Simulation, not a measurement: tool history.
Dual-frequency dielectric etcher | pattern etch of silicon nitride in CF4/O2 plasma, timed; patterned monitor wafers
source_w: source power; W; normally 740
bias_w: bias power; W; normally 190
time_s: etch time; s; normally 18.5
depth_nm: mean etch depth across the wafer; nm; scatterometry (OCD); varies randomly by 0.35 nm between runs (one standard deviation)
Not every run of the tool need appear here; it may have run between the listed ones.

run,hour,source_w,bias_w,time_s,"read-back reference wafer on the same gauge, depth_nm",depth_nm
1,0,740,190,18.5,49.5,51.2
2,46.3,740,190,18.5,49.4,50.6
# hour 72: wet clean of the chamber
3,117.2,740,190,18.5,49.4,49.8
4,145.2,740,190,18.5,49.2,50
5,177.5,740,190,18.5,49.1,49.8
6,222.2,740,190,18.5,49.4,51
7,288.2,740,190,18.5,48.9,50.2
8,353,740,190,18.5,48.8,49.7
# hour 377.2: upper electrode replaced
9,410.7,780,190,14.5,48.7,40.7
10,438.8,740,190,18.5,48.6,49.3
# hour 505.1: bias power generator calibrated
11,509.5,740,190,18.5,48.3,49.6
# hour 574: gauge calibrated
12,577.5,840,159,18.5,49.3,52.6
13,605.6,600,190,16,49.6,37.5
14,639.9,860,190,18.5,49.5,55.7
# hour 708.2: wet clean of the chamber
15,708.7,620,149,17,49.4,38.4
16,752.5,740,190,18.5,49.3,49.9
17,816.1,560,158,21.5,49.3,46.2
# hour 829.4: source power generator calibrated
18,869.9,580,163,15.5,49.1,34.1
19,936.5,790,190,23,49.1,65.5
20,971.9,740,190,18.5,48.9,50
21,1004.8,620,165,14.5,48.9,33.2
22,1053.6,740,190,18.5,48.6,49.4
# hour 1082.7: gauge calibrated
23,1116.7,800,160,18.5,49.9,50.7

A few steps of depth_nm between consecutive runs. Split each: what settings, incoming material and random variation would produce without the hidden state, and what is left over for the hidden state, along with gauge scatter present in only one of the two compared results (measured, and without hidden state):
Hidden conditions of the tool in this case: etch rate over this chamber's usual, %; source power that arrives over what is set, %; bias power that arrives over what is set, %; gauge reads high (%).
Run 11 -> 12: source_w 740 -> 840, bias_w 190 -> 159, gauge calibrated. depth_nm +3 nm: hidden state +1.2, all else +1.8.
Run 13 -> 14: source_w 600 -> 860, time_s 16 -> 18.5. depth_nm +18.2 nm: hidden state +0, all else +18.2.
Run 18 -> 19: source_w 580 -> 790, bias_w 163 -> 190, time_s 15.5 -> 23. depth_nm +31.4 nm: hidden state -0.5, all else +31.9.
Run 22 -> 23: source_w 740 -> 800, bias_w 190 -> 160, gauge calibrated. depth_nm +1.3 nm: hidden state +1.2, all else +0.1.

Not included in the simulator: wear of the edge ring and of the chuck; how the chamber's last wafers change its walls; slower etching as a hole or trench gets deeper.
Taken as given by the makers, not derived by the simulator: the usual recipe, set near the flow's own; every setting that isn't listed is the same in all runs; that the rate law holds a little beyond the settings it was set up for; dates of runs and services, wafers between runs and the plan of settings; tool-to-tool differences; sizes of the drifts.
